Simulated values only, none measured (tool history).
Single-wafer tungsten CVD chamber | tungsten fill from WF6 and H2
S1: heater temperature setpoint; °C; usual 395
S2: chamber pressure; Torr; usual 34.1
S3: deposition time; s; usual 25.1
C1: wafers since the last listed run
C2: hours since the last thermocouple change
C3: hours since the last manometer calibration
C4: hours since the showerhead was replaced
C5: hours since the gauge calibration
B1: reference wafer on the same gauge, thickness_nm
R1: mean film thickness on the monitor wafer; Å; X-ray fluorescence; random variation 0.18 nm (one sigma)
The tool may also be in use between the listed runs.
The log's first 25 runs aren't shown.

run,hour,S1,S2,S3,C1,C2,C3,C4,C5,B1,R1
26,646.7,395,39,22.9,424,150.5,344.4,282,384.4,64.649,640.4
27,748.4,409,34.1,25.1,1760,252.2,446.1,383.7,486.1,64.58,836.33
28,775.5,395,28.4,29.4,469,279.3,473.2,410.8,513.2,64.578,728.71
# hour 803.7: gauge calibrated
29,808.9,395,28.3,20.4,578,312.7,506.6,444.2,5.2,64.679,506.63
30,886,395,34.1,25.1,1335,389.8,583.7,521.3,82.3,64.597,669.99
31,915.6,388,34.1,27.2,512,419.4,613.3,550.9,111.9,64.598,644.36
32,933.4,391,37.6,25.1,308,437.2,631.1,568.7,129.7,64.569,647.92
33,950.4,404,28.5,27.6,294,454.2,648.1,585.7,146.7,64.552,794.26
34,963,395,34.1,25.1,218,466.8,660.7,598.3,159.3,64.689,667.97

Forecast each of these 4 alternatives for the next run:
A,963.4,395,26.4,25.1,6,467.2,661.1,598.7,159.7,?,?
B,963.4,381,34.1,25.1,6,467.2,661.1,598.7,159.7,?,?
C,963.4,409,34.1,27.3,6,467.2,661.1,598.7,159.7,?,?
D,963.4,404,38.8,26.9,6,467.2,661.1,598.7,159.7,?,?

run,B1,R1
A,64.61,605.74
B,64.61,524.24
C,64.61,905.46
D,64.61,867.4
Without the tool's hidden state the same runs would have given:
run,R1
A,605.74
B,524.24
C,905.46
D,867.4

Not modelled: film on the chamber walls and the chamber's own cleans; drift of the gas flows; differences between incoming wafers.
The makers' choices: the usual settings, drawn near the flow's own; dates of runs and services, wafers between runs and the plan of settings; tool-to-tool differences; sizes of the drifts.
